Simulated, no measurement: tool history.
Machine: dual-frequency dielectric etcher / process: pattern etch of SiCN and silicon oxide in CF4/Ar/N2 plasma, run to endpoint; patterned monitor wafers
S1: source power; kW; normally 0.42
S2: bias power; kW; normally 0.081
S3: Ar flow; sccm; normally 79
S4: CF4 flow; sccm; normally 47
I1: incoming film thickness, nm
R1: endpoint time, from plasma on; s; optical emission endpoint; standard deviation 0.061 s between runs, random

Run 1, hour 0: usual settings but S1 0.35 kW, S3 86 sccm; I1 12.48. Result: R1 14.7 s.
Run 2, hour 27: usual settings; I1 12.32. Result: R1 12.7 s.
Run 3, hour 43.6: usual settings but S2 0.091 kW; I1 12.33. Result: R1 12.4 s.
Run 4, hour 59.5: usual settings; I1 12.38. Result: R1 12.8 s.
Run 5, hour 91.4: usual settings; I1 12.31. Result: R1 12.7 s.
Run 6, hour 107.3: usual settings; I1 12.48. Result: R1 12.9 s.
Run 7, hour 122.1: usual settings; I1 12.41. Result: R1 12.7 s.
At hour 139.8: source power generator calibrated.
Run 8, hour 140.3: usual settings but S2 0.095 kW, S4 37 sccm; I1 12.35. Result: R1 12.7 s.
Run 9, hour 159.6: usual settings but S2 0.073 kW, S3 70 sccm, S4 57 sccm; I1 12.37. Result: R1 12.4 s.
Run 10, hour 190.9: usual settings but S3 66 sccm; I1 12.37. Result: R1 12.4 s.
At hour 225.8: wet clean of the chamber.
At hour 241.9: upper electrode replaced.
Run 11, hour 242.4: usual settings but S4 52 sccm; I1 12.46. Result: R1 12.6 s.
Run 12, hour 242.7: usual settings but S1 0.34 kW, S2 0.089 kW, S3 96 sccm, S4 57 sccm; I1 12.33. Result: R1 14.2 s.
Run 13, hour 265.4: usual settings but S3 94 sccm, S4 51 sccm; I1 12.36. Result: R1 12.8 s.
Run 14, hour 281.9: usual settings but S1 0.45 kW, S2 0.07 kW, S3 70 sccm; I1 12.3. Result: R1 12.2 s.
Run 15, hour 309.6: usual settings but S3 63 sccm; I1 12.51. Result: R1 12.4 s.
At hour 387.6: Ar flow controller replaced.
Run 16, hour 404.6: usual settings; I1 12.34. Result: R1 12.7 s.
Run 17, hour 417.2: usual settings but S2 0.1 kW, S3 68 sccm; I1 12.49. Result: R1 12 s.
Run 18, hour 444.5: usual settings but S2 0.098 kW; I1 12.44. Result: R1 12.1 s.
Run 19, hour 475.5: usual settings but S1 0.35 kW, S4 54 sccm; I1 12.4. Result: R1 14 s.
Run 20, hour 503.8: usual settings; I1 12.45. Result: R1 12.8 s.
At hour 558.2: wet clean of the chamber.
Run 21, hour 590.2: usual settings but S2 0.1 kW, S3 68 sccm; I1 12.41. Result: R1 11.9 s.
Run 22, hour 613.8: usual settings but S1 0.52 kW, S3 84 sccm; I1 12.33. Result: R1 10.8 s.
Run 23, hour 643.3: usual settings but S2 0.071 kW, S3 62 sccm; I1 12.51. Result: R1 12.8 s.

Consider 5 possible next runs. They are alternatives, not a sequence: every one starts from the tool as it was left by run 23. What does each give?
Run A, hour 643.7: usual settings; I1 12.43. Result: R1 ?.
Run B, hour 643.7: usual settings but S1 0.46 kW, S3 95 sccm, S4 40 sccm; I1 12.43. Result: R1 ?.
Run C, hour 643.7: usual settings but S4 51 sccm; I1 12.43. Result: R1 ?.
Run D, hour 643.7: usual settings but S1 0.37 kW, S4 52 sccm; I1 12.43. Result: R1 ?.
Run E, hour 643.7: usual settings but S1 0.37 kW, S2 0.064 kW, S4 43 sccm; I1 12.43. Result: R1 ?.

run    R1
  A  12.8
  B  12.6
  C  12.6
  D  13.7
  E  14.8
What these runs would have given with no unlogged condition in the tool:
run    R1
  A  12.8
  B  12.6
  C  12.6
  D  13.7
  E  14.8

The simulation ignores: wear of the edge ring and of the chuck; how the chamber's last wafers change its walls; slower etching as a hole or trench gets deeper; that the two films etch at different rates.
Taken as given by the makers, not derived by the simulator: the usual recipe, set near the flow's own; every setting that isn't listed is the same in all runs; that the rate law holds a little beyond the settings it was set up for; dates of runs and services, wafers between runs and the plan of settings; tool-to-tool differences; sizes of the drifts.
